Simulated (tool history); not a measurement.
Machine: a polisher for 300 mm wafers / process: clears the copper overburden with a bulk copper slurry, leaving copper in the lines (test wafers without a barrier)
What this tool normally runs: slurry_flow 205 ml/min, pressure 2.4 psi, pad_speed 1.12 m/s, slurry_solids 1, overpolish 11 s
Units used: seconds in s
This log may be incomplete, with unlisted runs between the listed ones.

run,day,slurry_flow,pressure,pad_speed,slurry_solids,overpolish,"incoming thickness of the incoming film, nm",seconds
1,0,205,2.4,0.9,1,11,722.3,88.4
# day 1.017: worn pad replaced by a new one
2,1.417,205,2.8,1.12,1,6,740.2,68
3,1.979,205,2.8,1.12,1,6,728.7,65.9
4,2.671,205,2.8,1.12,1,6,730.5,65.5
5,3.958,205,2.4,1.12,1,11,716.4,72.2
6,4.558,205,2.4,1.3,1,11,741.3,65.8
7,5.092,205,2.4,1.3,1,11,743.1,64.9
8,5.675,145,2.4,0.94,0.9,16,742.1,93.5
# day 5.946: slurry blender recalibrated
9,6.508,205,2.4,1.12,1,11,732.1,75.2
10,7.196,205,2.4,1.12,1,11,731.6,74.1
11,8.625,205,2.4,1.52,0.7,8,740.2,61.4
12,9.8,225,2.4,1.12,1,11,732.9,72.3
# day 10.692: worn pad replaced by a new one
13,11,265,1.7,1.12,1.25,7,720.3,84.8
14,11.871,205,2.4,1.38,1.1,15,718.5,58.4
15,12.629,175,2.4,0.9,1.25,11,733.5,88.4
16,13.929,205,1.9,1.12,1,11,740.8,89
17,14.654,140,2.4,1.44,1,11,731.6,62.9
18,16.058,205,2.4,1.12,1,11,722.2,73.4
19,16.867,255,1.6,1.12,1,13,721.2,91.9
20,18.329,205,1.8,1.46,0.7,11,734.1,77.5
21,19.446,205,2.4,1.12,1,11,730.5,73.4
# day 20.212: worn pad replaced by a new one
22,20.458,205,2.4,1.34,1,11,739.4,63.7
23,21.517,205,2.4,0.72,1,11,741,112.2
24,22.688,205,2.4,1,1,11,727.9,82.2
# day 26.354: slurry blender recalibrated
25,27.021,205,2.4,1.12,1,11,733.2,75.1
26,28.05,205,2.4,1.5,1,11,736.9,57.4
27,28.8,180,2.4,0.72,1,11,735.5,112.4
# day 29.025: worn pad replaced by a new one
28,30.279,145,2.4,1.12,0.75,11,720.3,83.5

Predict each of these 5 candidate next runs independently; none follows another, all start after run 28:
A,30.3,205,2.4,1.12,1.2,11,738.6,?
B,30.3,205,2.4,1.12,1,4,738.6,?
C,30.3,205,1.7,1.12,1,18,738.6,?
D,30.3,160,1.7,1.42,0.7,11,738.6,?
E,30.3,205,2.4,0.74,1.15,17,738.6,?

run,seconds
A,71.8
B,74.8
C,94.6
D,85.4
E,104.9
Take away the tool's hidden state, keep each run's random variation, and the runs would have read:
run,seconds
A,71.8
B,74.8
C,94.6
D,85.4
E,104.9
